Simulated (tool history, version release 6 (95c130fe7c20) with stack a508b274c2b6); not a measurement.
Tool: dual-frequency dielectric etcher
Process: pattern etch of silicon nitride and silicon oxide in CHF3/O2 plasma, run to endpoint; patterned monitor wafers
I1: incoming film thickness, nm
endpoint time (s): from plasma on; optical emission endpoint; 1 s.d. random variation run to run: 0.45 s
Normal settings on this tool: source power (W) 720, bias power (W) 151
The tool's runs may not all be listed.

Run 1, hour 0: usual settings; I1 235.4. Result: endpoint time (s) 149.7.
Run 2, hour 12.2: usual settings; I1 233.1. Result: endpoint time (s) 149.3.
Run 3, hour 23.2: usual settings; I1 235.1. Result: endpoint time (s) 150.7.
Run 4, hour 30.9: usual settings; I1 236.5. Result: endpoint time (s) 151.9.
At hour 60.4: upper electrode replaced.
Run 5, hour 60.9: usual settings; I1 235.7. Result: endpoint time (s) 150.6.
Run 6, hour 61.3: usual settings but bias power (W) 126; I1 237. Result: endpoint time (s) 157.5.
Run 7, hour 66.4: usual settings; I1 234.9. Result: endpoint time (s) 150.7.
At hour 73.2: bias power generator calibrated.
Run 8, hour 77.1: usual settings; I1 235.3. Result: endpoint time (s) 151.
Run 9, hour 87.2: usual settings but bias power (W) 161; I1 237.6. Result: endpoint time (s) 151.3.
At hour 105.6: source power generator calibrated.
Run 10, hour 106.1: usual settings but bias power (W) 161; I1 236.8. Result: endpoint time (s) 149.2.
Run 11, hour 110.2: usual settings but bias power (W) 161; I1 236.4. Result: endpoint time (s) 149.4.
Run 12, hour 125.4: usual settings; I1 236.1. Result: endpoint time (s) 151.6.
Run 13, hour 142.7: usual settings; I1 236.8. Result: endpoint time (s) 153.
Run 14, hour 157.9: usual settings; I1 235.9. Result: endpoint time (s) 152.5.
Run 15, hour 173.1: usual settings; I1 236.2. Result: endpoint time (s) 152.8.
Run 16, hour 179.4: usual settings but source power (W) 790, bias power (W) 129; I1 237. Result: endpoint time (s) 152.8.
Run 17, hour 193.9: usual settings but bias power (W) 126; I1 235.9. Result: endpoint time (s) 157.7.
Run 18, hour 205.3: usual settings but source power (W) 610, bias power (W) 136; I1 236.6. Result: endpoint time (s) 161.
Run 19, hour 213.2: usual settings; I1 236.9. Result: endpoint time (s) 152.1.
Run 20, hour 225.4: usual settings; I1 235.6. Result: endpoint time (s) 151.5.
Run 21, hour 233.8: usual settings; I1 235.5. Result: endpoint time (s) 151.9.
At hour 264.7: wet clean of the chamber.
Run 22, hour 265.2: usual settings but bias power (W) 130; I1 233.8. Result: endpoint time (s) 152.6.
Run 23, hour 265.5: usual settings but source power (W) 620, bias power (W) 114; I1 234.4. Result: endpoint time (s) 161.7.
Run 24, hour 265.9: usual settings; I1 238.5. Result: endpoint time (s) 150.8.
Run 25, hour 276.3: usual settings but source power (W) 550; I1 235.6. Result: endpoint time (s) 158.6.
Run 26, hour 322.1: usual settings but source power (W) 880, bias power (W) 187; I1 235.3. Result: endpoint time (s) 135.9.
Run 27, hour 333.9: usual settings; I1 236.1. Result: endpoint time (s) 149.3.
Run 28, hour 347.7: usual settings but bias power (W) 128; I1 235.8. Result: endpoint time (s) 154.9.
Run 29, hour 357: usual settings but source power (W) 850; I1 235.1. Result: endpoint time (s) 143.7.
Run 30, hour 373.5: usual settings; I1 238.8. Result: endpoint time (s) 151.9.
Run 31, hour 385.4: usual settings but source power (W) 800, bias power (W) 172; I1 235.4. Result: endpoint time (s) 141.9.
Run 32, hour 395.8: usual settings; I1 235.6. Result: endpoint time (s) 149.5.
Run 33, hour 401.9: usual settings but bias power (W) 183; I1 235.4. Result: endpoint time (s) 143.5.
Run 34, hour 414.2: usual settings but source power (W) 610, bias power (W) 121; I1 235.9. Result: endpoint time (s) 163.2.
Run 35, hour 427.4: usual settings but source power (W) 540, bias power (W) 175; I1 239.8. Result: endpoint time (s) 157.7.

What if the next run were any one of these 4? Each begins from the tool's condition after run 35:
Run A, hour 427.9: usual settings; I1 235. Result: endpoint time (s) ?.
Run B, hour 427.9: usual settings but bias power (W) 134; I1 235. Result: endpoint time (s) ?.
Run C, hour 427.9: usual settings but bias power (W) 133; I1 235. Result: endpoint time (s) ?.
Run D, hour 427.9: usual settings but source power (W) 560, bias power (W) 186; I1 235. Result: endpoint time (s) ?.

run  endpoint time (s)
  A              149.3
  B              152.9
  C              153.1
  D              151.1
With the hidden condition removed and each run's random variation left untouched, the same runs would have given:
run  endpoint time (s)
  A              148.1
  B              151.7
  C              151.9
  D              149.9
